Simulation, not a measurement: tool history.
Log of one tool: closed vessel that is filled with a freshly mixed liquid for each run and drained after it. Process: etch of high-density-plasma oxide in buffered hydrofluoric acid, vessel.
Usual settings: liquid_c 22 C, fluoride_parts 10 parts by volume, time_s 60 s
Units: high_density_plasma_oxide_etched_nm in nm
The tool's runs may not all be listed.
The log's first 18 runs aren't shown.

run    hour  liquid_c  fluoride_parts  time_s  wafers since the last listed run  hours since the thermometer was replaced  hours since the hydrofluoric acid flow meter was replaced  hours since the gauge calibration  read-back film thickness of the high-density-plasma oxide reference wafer, read on the same gauge (nm)  high_density_plasma_oxide_etched_nm
 19  1685.9      23.5             8.5      90                             11101                                     401.9                                                      962.8                              210.8                                                                                                   69.96                               160.81
 20  1771.9      23.5              10      75                             10986                                     487.9                                                     1048.8                              296.8                                                                                                   69.99                               116.47
 21  1839.4        22              10      60                              8623                                     555.4                                                     1116.3                              364.3                                                                                                   69.98                                86.06
 22  1913.5        27             6.5      60                              9466                                     629.5                                                     1190.4                              438.4                                                                                                      70                                169.2
 23  2005.4        22              10      45                             11740                                     721.4                                                     1282.3                              530.3                                                                                                   69.95                                64.69
 24    2110        22              10      30                             13362                                       826                                                     1386.9                              634.9                                                                                                   69.99                                42.98
     2180.4  -- hydrofluoric acid flow meter replaced
 25  2330.7        22             6.5      30                             28066                                    1046.7                                                      150.3                              855.6                                                                                                   70.04                                65.28
 26  2381.1        25               7      50                              6438                                    1097.1                                                      200.7                                906                                                                                                   69.97                               121.59
 27  2427.2        22              10      60                              5889                                    1143.2                                                      246.8                              952.1                                                                                                   69.98                                87.28
 28  2478.5        22            12.5      30                              6553                                    1194.5                                                      298.1                             1003.4                                                                                                   70.02                                35.04
 29  2562.6        18            13.5      70                             10743                                    1278.6                                                      382.2                             1087.5                                                                                                   70.01                                61.21
 30    2789        22              10      60                             28922                                      1505                                                      608.6                             1313.9                                                                                                   69.99                                86.33

Forecast each of these 5 alternatives for the next run:
  A  2789.7        22              14      60                                89                                    1505.7                                                      609.3                             1314.6                                                                                                       ?                                    ?
  B  2789.7        19            11.5      80                                89                                    1505.7                                                      609.3                             1314.6                                                                                                       ?                                    ?
  C  2789.7        17              10      85                                89                                    1505.7                                                      609.3                             1314.6                                                                                                       ?                                    ?
  D  2789.7      23.5            13.5      90                                89                                    1505.7                                                      609.3                             1314.6                                                                                                       ?                                    ?
  E  2789.7        18              13      30                                89                                    1505.7                                                      609.3                             1314.6                                                                                                       ?                                    ?

run  read-back film thickness of the high-density-plasma oxide reference wafer, read on the same gauge (nm)  high_density_plasma_oxide_etched_nm
  A                                                                                                   69.93                                62.32
  B                                                                                                   69.93                                85.21
  C                                                                                                   69.93                                92.63
  D                                                                                                   69.93                               105.21
  E                                                                                                   69.93                                26.78
Without the tool's hidden state the same runs would have given:
run  high_density_plasma_oxide_etched_nm
  A                                63.23
  B                                86.45
  C                                93.97
  D                               106.74
  E                                27.17

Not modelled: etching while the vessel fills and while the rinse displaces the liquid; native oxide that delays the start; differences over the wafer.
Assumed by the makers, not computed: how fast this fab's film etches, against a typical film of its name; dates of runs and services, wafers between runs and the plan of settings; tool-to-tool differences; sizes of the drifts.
